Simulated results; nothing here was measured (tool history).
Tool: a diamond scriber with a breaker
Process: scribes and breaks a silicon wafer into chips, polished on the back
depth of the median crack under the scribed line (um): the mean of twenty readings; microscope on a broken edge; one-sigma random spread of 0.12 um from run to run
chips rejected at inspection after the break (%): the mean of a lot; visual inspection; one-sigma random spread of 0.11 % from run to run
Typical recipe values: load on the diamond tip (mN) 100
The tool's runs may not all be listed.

| run | hour | load on the diamond tip (mN) | wafers since the last listed run | hours since the diamond tip was replaced | hours since the load on the tip was calibrated | incoming depth of the damage left on the back of the incoming wafer, um | depth of the median crack under the scribed line (um) | chips rejected at inspection after the break (%) |
|---|---|---|---|---|---|---|---|---|
| 1 | 0 | 100 | 0 | 865.2 | 1160.1 | 0.02 | 7.99 | 6.31 |
| 2 | 34.5 | 100 | 147 | 899.7 | 1194.6 | 0.04 | 7.82 | 6.9 |
| 3 | 53 | 100 | 78 | 918.2 | 1213.1 | 0.03 | 7.9 | 7.88 |
| 4 | 81.9 | 100 | 123 | 947.1 | 1242 | 0.03 | 7.64 | 8.15 |
| 5 | 115.7 | 118 | 144 | 980.9 | 1275.8 | 0.03 | 8.59 | 1.47 |
| 6 | 139.8 | 118 | 102 | 1005 | 1299.9 | 0.01 | 8.63 | 1.38 |
| 7 | 173.9 | 100 | 145 | 1039.1 | 1334 | 0.04 | 7.73 | 8.53 |
| 8 | 190.2 | 100 | 69 | 1055.4 | 1350.3 | 0.01 | 7.74 | 8.25 |
|  | 205.3 | diamond tip replaced by a new one |
| 9 | 219.1 | 71 | 114 | 13.8 | 1379.2 | 0.05 | 5.41 | 69.35 |
|  | 248.4 | load on the tip recalibrated |
|  | 273.7 | diamond tip replaced by a new one, repeated, since the last time left the tool worse |
| 10 | 298.4 | 122 | 320 | 24.7 | 50 | 0.04 | 10.19 | 7.59 |

Run 11 has not been measured yet. What should we expect?
| 11 | 318.4 | 114 | 85 | 44.7 | 70 | 0.03 | ? | ? |

{"run 11": {"depth of the median crack under the scribed line (um)": 9.39, "chips rejected at inspection after the break (%)": 3.83}}
Had the tool carried no hidden state, the very same run would have given depth of the median crack under the scribed line (um) 9.46, chips rejected at inspection after the break (%) 4.35.
